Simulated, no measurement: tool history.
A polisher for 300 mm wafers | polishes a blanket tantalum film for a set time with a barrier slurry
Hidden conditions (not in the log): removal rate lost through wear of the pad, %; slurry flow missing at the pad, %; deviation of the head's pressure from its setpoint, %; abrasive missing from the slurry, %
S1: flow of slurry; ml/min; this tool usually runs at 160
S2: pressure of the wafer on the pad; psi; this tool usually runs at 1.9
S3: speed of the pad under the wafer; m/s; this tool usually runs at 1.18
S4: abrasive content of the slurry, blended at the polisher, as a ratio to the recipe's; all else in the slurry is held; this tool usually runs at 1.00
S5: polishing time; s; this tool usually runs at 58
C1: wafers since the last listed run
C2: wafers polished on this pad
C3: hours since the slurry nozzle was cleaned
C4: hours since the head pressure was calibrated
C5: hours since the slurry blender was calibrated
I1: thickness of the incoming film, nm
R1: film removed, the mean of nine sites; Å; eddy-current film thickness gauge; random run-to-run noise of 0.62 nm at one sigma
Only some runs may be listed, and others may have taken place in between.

run    hour   S1   S2    S3    S4  S5    C1    C2     C3     C4     C5     I1    R1
  1     0.0  160  1.9  1.18  1.00  73     0  2187  264.1  180.5  431.7  316.8  1209
       49.5  -- slurry blender recalibrated
  2    75.6  160  1.9  1.18  1.00  73   911  3098  339.7  256.1   26.1  308.7  1200
  3   159.7  160  1.9  1.18  1.00  58  1041  4139  423.8  340.2  110.2  310.7   925
      241.3  -- worn pad replaced by a new one
  4   254.2  160  1.9  1.18  1.00  58  1120   159  518.3  434.7  204.7  306.2   952
  5   316.1  160  1.9  1.18  1.00  48   766   926  580.2  496.6  266.6  306.3   782
      344.7  -- head pressure recalibrated
  6   367.5  160  1.9  1.18  1.00  48   611  1537  631.6   22.8  318.0  309.3   803
  7   407.1  160  1.9  1.18  1.00  58   490  2028  671.2   62.4  357.6  305.8   968
      439.2  -- slurry nozzle cleaned
  8   458.6  160  1.9  1.18  1.00  58   625  2653   19.4  113.9  409.1  304.6   962
      513.2  -- slurry blender recalibrated
  9   514.5  160  1.9  1.18  1.00  58   667  3320   75.3  169.8    1.3  309.0   944
 10   600.3  160  1.9  1.18  1.00  58  1062  4383  161.1  255.6   87.1  306.8   934
 11   665.3  160  1.9  1.18  1.00  58   804  5188  226.1  320.6  152.1  311.7   912
 12   713.9  160  1.9  1.18  1.00  58   601  5789  274.7  369.2  200.7  307.0   903
      731.3  -- worn pad replaced by a new one
 13   755.5  160  1.9  1.18  1.00  58   465   299  316.3  410.8  242.3  315.9   951
      849.3  -- head pressure recalibrated
 14   861.0  160  1.9  1.18  1.00  58  1281  1580  421.8   11.7  347.8  316.3   971
 15   939.0  160  1.9  1.40  0.90  58   965  2546  499.8   89.7  425.8  303.9  1102
      970.5  -- slurry blender recalibrated
 16   983.2  160  1.9  1.40  0.90  58   522  3069  544.0  133.9   12.7  314.4  1095
     1000.7  -- slurry nozzle cleaned
 17  1087.2  160  1.9  1.50  1.00  52  1275  4344   86.5  237.9  116.7  309.9  1054
     1147.2  -- worn pad replaced by a new one
 18  1187.0  160  1.9  1.44  1.00  58  1186   493  186.3  337.7  216.5  311.3  1149
     1366.2  -- slurry blender recalibrated
     1412.6  -- head pressure recalibrated
 19  1459.4  160  1.9  1.18  1.00  58  3323  3816  458.7   46.8   93.2  310.4   956
 20  1507.7  160  1.9  1.36  1.00  58   598  4414  507.0   95.1  141.5  311.9  1078
     1521.8  -- worn pad replaced by a new one
 21  1611.6  120  1.9  1.46  1.00  58  1237  1111  610.9  199.0  245.4  307.6  1143
 22  1665.6  160  1.9  1.18  1.20  46   668  1780  664.9  253.0  299.4  310.5   791
     1697.7  -- slurry nozzle cleaned
 23  1708.6  160  2.5  1.18  1.00  49   520  2300   10.9  296.0  342.4  306.9  1054
 24  1748.6  160  1.9  1.18  1.00  58   495  2795   50.9  336.0  382.4  310.2   923
 25  1794.9  160  2.3  1.18  1.00  71   573  3368   97.2  382.3  428.7  315.2  1374
     1845.2  -- slurry blender recalibrated
 26  1861.9  160  1.9  1.40  0.90  58   804  4173  164.2  449.3   16.7  308.4  1053
 27  1898.7  180  2.4  0.94  1.20  58   455  4629  201.0  486.1   53.5  312.3   967
     1923.1  -- worn pad replaced by a new one
     1940.4  -- head pressure recalibrated
 28  1985.1  175  1.3  1.54  0.80  58   995   742  287.4   44.7  139.9  309.9   819
 29  2034.3  200  1.9  1.18  1.00  58   609  1351  336.6   93.9  189.1  308.0  1005
 30  2139.9  160  2.3  1.18  1.25  74  1307  2659  442.2  199.5  294.7  311.8  1560

Hidden state or all else? Some run-to-run changes of R1, split into what the settings, what came in and random variation would give without the hidden state, and what is left for the hidden state (with any gauge scatter that isn't in both results):
Run 12 -> 13: worn pad replaced by a new one. R1 +48 Å: hidden state +41, all else +7.
Run 21 -> 22: S1 120 -> 160, S3 1.46 -> 1.18, S4 1.00 -> 1.20, S5 58 -> 46. R1 -352 Å: hidden state +5, all else -357.
Run 24 -> 25: S2 1.9 -> 2.3, S5 58 -> 71. R1 +451 Å: hidden state -33, all else +484.
Run 27 -> 28: S1 180 -> 175, S2 2.4 -> 1.3, S3 0.94 -> 1.54, S4 1.20 -> 0.80, worn pad replaced by a new one, head pressure recalibrated. R1 -148 Å: hidden state +74, all else -222.
Run 29 -> 30: S1 200 -> 160, S2 1.9 -> 2.3, S4 1.00 -> 1.25, S5 58 -> 74. R1 +555 Å: hidden state -28, all else +583.
